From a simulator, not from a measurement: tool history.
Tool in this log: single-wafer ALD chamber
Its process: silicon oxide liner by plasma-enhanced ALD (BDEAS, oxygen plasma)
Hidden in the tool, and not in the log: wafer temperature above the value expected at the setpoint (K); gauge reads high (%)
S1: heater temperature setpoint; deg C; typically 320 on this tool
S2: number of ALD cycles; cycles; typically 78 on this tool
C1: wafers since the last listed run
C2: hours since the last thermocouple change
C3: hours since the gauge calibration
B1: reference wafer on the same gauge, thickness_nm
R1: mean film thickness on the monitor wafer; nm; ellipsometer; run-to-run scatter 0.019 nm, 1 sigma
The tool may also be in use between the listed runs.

run    hour   S1  S2    C1      C2      C3     B1     R1
  1     0.0  320  78     0   886.3   616.9  6.927  7.376
  2    65.2  320  78   384   951.5   682.1  6.931  7.395
  3   128.4  320  78   372  1014.7   745.3  6.931  7.424
  4   211.5  320  78   489  1097.8   828.4  6.929  7.403
  5   265.9  320  78   320  1152.2   882.8  6.928  7.393
  6   355.6  320  78   528  1241.9   972.5  6.932  7.436
  7   443.2  320  78   516  1329.5  1060.1  6.930  7.415
  8   480.8  320  78   221  1367.1  1097.7  6.934  7.410
  9   735.9  320  78  1503  1622.2  1352.8  6.924  7.419
      788.5  -- thermocouple changed; heater temperature recalibrated
 10   833.9  320  71   530    45.4  1450.8  6.928  6.794
 11   900.3  327  78   391   111.8  1517.2  6.932  7.396
 12   976.1  320  75   446   187.6  1593.0  6.927  7.154
 13  1064.2  320  75   519   275.7  1681.1  6.929  7.135
 14  1135.6  320  78   420   347.1  1752.5  6.935  7.418
 15  1178.1  320  78   250   389.6  1795.0  6.933  7.408
 16  1251.8  320  84   434   463.3  1868.7  6.925  7.973
 17  1320.2  320  78   403   531.7  1937.1  6.937  7.425
 18  1393.1  320  78   429   604.6  2010.0  6.933  7.408
 19  1437.4  320  67   261   648.9  2054.3  6.932  6.382
 20  1483.0  320  67   268   694.5  2099.9  6.932  6.373
 21  1532.6  320  67   292   744.1  2149.5  6.940  6.371
 22  1569.3  326  87   216   780.8  2186.2  6.927  8.177
 23  1644.6  320  78   443   856.1  2261.5  6.930  7.411
 24  1721.2  320  78   451   932.7  2338.1  6.927  7.392
 25  1822.1  320  78   594  1033.6  2439.0  6.934  7.397
 26  1925.4  308  67   608  1136.9  2542.3  6.932  6.474
 27  1982.4  331  69   335  1193.9  2599.3  6.933  6.446
 28  2058.0  320  78   445  1269.5  2674.9  6.929  7.388

Expected results for the next run?
     2112.2  -- thermocouple changed; heater temperature recalibrated
 29  2156.1  316  78  531  43.9  2773.0   ?   ?

B1: 6.931
R1: 7.525 nm
Take away the tool's hidden state, keep the run-to-run variation as it was, and the same run would have given R1 7.519 nm.
